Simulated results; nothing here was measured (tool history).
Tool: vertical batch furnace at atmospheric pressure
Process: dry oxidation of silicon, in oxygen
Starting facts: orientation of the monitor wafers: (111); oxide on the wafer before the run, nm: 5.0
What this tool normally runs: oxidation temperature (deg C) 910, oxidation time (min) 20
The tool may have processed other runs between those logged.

run,hour,oxidation temperature (deg C),oxidation time (min),"read-back reference wafer on the same gauge, thickness",oxide thickness on the monitor wafer (nm)
1,0,910,20,17.09,17.39
2,14,910,20,17.11,17.12
3,29.1,900,20,17.13,15.8
4,36.3,900,20,17.11,15.74
5,83.9,900,20,17.1,15.79
6,91.1,910,12.5,17.09,13.19
7,103,910,12.5,17.08,13.34
8,120.6,910,20,17.12,17.18
9,131.3,910,20,17.1,17.09
10,146.7,910,20,17.14,17.34
11,153.6,910,16,17.11,15.11
12,170.5,910,16,17.12,15.21
13,179,910,20,17.1,17.28
# hour 201.3: gauge calibrated
14,222.3,918,20,17.09,18.32
15,235.6,918,20,17.1,18.46
16,250.2,900,20,17.06,15.79
17,265.2,903,23.5,17.06,17.93
# hour 296.2: thermocouples replaced and temperature profile calibrated
# hour 301.8: boat lift adjusted
18,302.3,927,10.5,17.08,13.82
19,305.9,890,11.5,17.11,11.13
20,309.6,933,16,17.09,18.28
21,313.2,895,24,17.07,16.72
22,316.8,910,20,17.13,17.25
23,323.3,897,14.5,17.12,13.07
24,374.3,900,20,17.11,15.83
25,389,889,17,17.07,13.3

What if the next run were any one of these 3? Each begins from the tool's condition after run 25:
A,392.7,910,20,?,?
B,392.7,919,25,?,?
C,392.7,893,12.5,?,?

run,"read-back reference wafer on the same gauge, thickness",oxide thickness on the monitor wafer (nm)
A,17.09,17.31
B,17.09,21.31
C,17.09,11.77
Without the tool's hidden state the same runs would have given:
run,oxide thickness on the monitor wafer (nm)
A,17.31
B,21.31
C,11.77
